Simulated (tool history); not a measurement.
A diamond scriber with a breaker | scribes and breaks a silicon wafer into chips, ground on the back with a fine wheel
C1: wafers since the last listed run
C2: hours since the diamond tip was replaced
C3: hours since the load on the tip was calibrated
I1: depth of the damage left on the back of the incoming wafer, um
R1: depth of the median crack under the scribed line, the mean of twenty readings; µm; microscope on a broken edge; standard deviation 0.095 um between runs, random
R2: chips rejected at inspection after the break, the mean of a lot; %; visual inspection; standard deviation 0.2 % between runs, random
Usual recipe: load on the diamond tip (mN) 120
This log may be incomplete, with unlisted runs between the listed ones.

{"run": 1, "hour": 0.0, "load on the diamond tip (mN)": 110, "C1": 0, "C2": 114.1, "C3": 1244.2, "I1": 2.39, "R1": 7.76, "R2": 4.45}
{"run": 2, "hour": 20.7, "load on the diamond tip (mN)": 110, "C1": 71, "C2": 134.8, "C3": 1264.9, "I1": 2.34, "R1": 7.69, "R2": 4.81}
{"run": 3, "hour": 37.7, "load on the diamond tip (mN)": 120, "C1": 59, "C2": 151.8, "C3": 1281.9, "I1": 1.93, "R1": 8.04, "R2": 2.58}
{"run": 4, "hour": 62.3, "load on the diamond tip (mN)": 120, "C1": 85, "C2": 176.4, "C3": 1306.5, "I1": 2.84, "R1": 8.16, "R2": 5.54}
{"run": 5, "hour": 78.8, "load on the diamond tip (mN)": 145, "C1": 57, "C2": 192.9, "C3": 1323, "I1": 3, "R1": 8.67, "R2": 7.26}
{"run": 6, "hour": 108.2, "load on the diamond tip (mN)": 128, "C1": 102, "C2": 222.3, "C3": 1352.4, "I1": 2.27, "R1": 8.1, "R2": 3.34}
{"run": 7, "hour": 134.9, "load on the diamond tip (mN)": 128, "C1": 92, "C2": 249, "C3": 1379.1, "I1": 1.92, "R1": 8.15, "R2": 2.6}
{"run": 8, "hour": 160.7, "load on the diamond tip (mN)": 132, "C1": 89, "C2": 274.8, "C3": 1404.9, "I1": 1.83, "R1": 8.4, "R2": 2.76}
{"run": 9, "hour": 193.5, "load on the diamond tip (mN)": 132, "C1": 113, "C2": 307.6, "C3": 1437.7, "I1": 2.83, "R1": 8.38, "R2": 5.6}
{"run": 10, "hour": 223.9, "load on the diamond tip (mN)": 132, "C1": 105, "C2": 338, "C3": 1468.1, "I1": 2.27, "R1": 8.34, "R2": 4}
{"run": 11, "hour": 246.3, "load on the diamond tip (mN)": 120, "C1": 77, "C2": 360.4, "C3": 1490.5, "I1": 1.89, "R1": 7.88, "R2": 2.68}
{"run": 12, "hour": 267.7, "load on the diamond tip (mN)": 120, "C1": 74, "C2": 381.8, "C3": 1511.9, "I1": 2, "R1": 8, "R2": 2.98}
{"run": 13, "hour": 302.1, "load on the diamond tip (mN)": 120, "C1": 119, "C2": 416.2, "C3": 1546.3, "I1": 1.85, "R1": 7.78, "R2": 2.93}
{"run": 14, "hour": 322.6, "load on the diamond tip (mN)": 120, "C1": 71, "C2": 436.7, "C3": 1566.8, "I1": 2.13, "R1": 7.84, "R2": 3.84}
{"run": 15, "hour": 344.5, "load on the diamond tip (mN)": 120, "C1": 76, "C2": 458.6, "C3": 1588.7, "I1": 1.95, "R1": 7.88, "R2": 3.05}
{"run": 16, "hour": 366.1, "load on the diamond tip (mN)": 89, "C1": 74, "C2": 480.2, "C3": 1610.3, "I1": 2.61, "R1": 6.96, "R2": 13.05}
{"run": 17, "hour": 401.4, "load on the diamond tip (mN)": 104, "C1": 122, "C2": 515.5, "C3": 1645.6, "I1": 2.26, "R1": 7.36, "R2": 7.46}
{"run": 18, "hour": 423.0, "load on the diamond tip (mN)": 131, "C1": 74, "C2": 537.1, "C3": 1667.2, "I1": 1.51, "R1": 8.08, "R2": 2.06}
{"run": 19, "hour": 436.8, "load on the diamond tip (mN)": 139, "C1": 47, "C2": 550.9, "C3": 1681, "I1": 2.87, "R1": 8.24, "R2": 5.73}

Predict the results of run 20:
{"run": 20, "hour": 468.8, "load on the diamond tip (mN)": 120, "C1": 111, "C2": 582.9, "C3": 1713, "I1": 1.53, "R1": "?", "R2": "?"}

{"run 20": {"R1": 7.63, "R2": 3.06}}
Had the tool carried no hidden state, the very same run would have given R1 8.08 µm, R2 1.88 %.
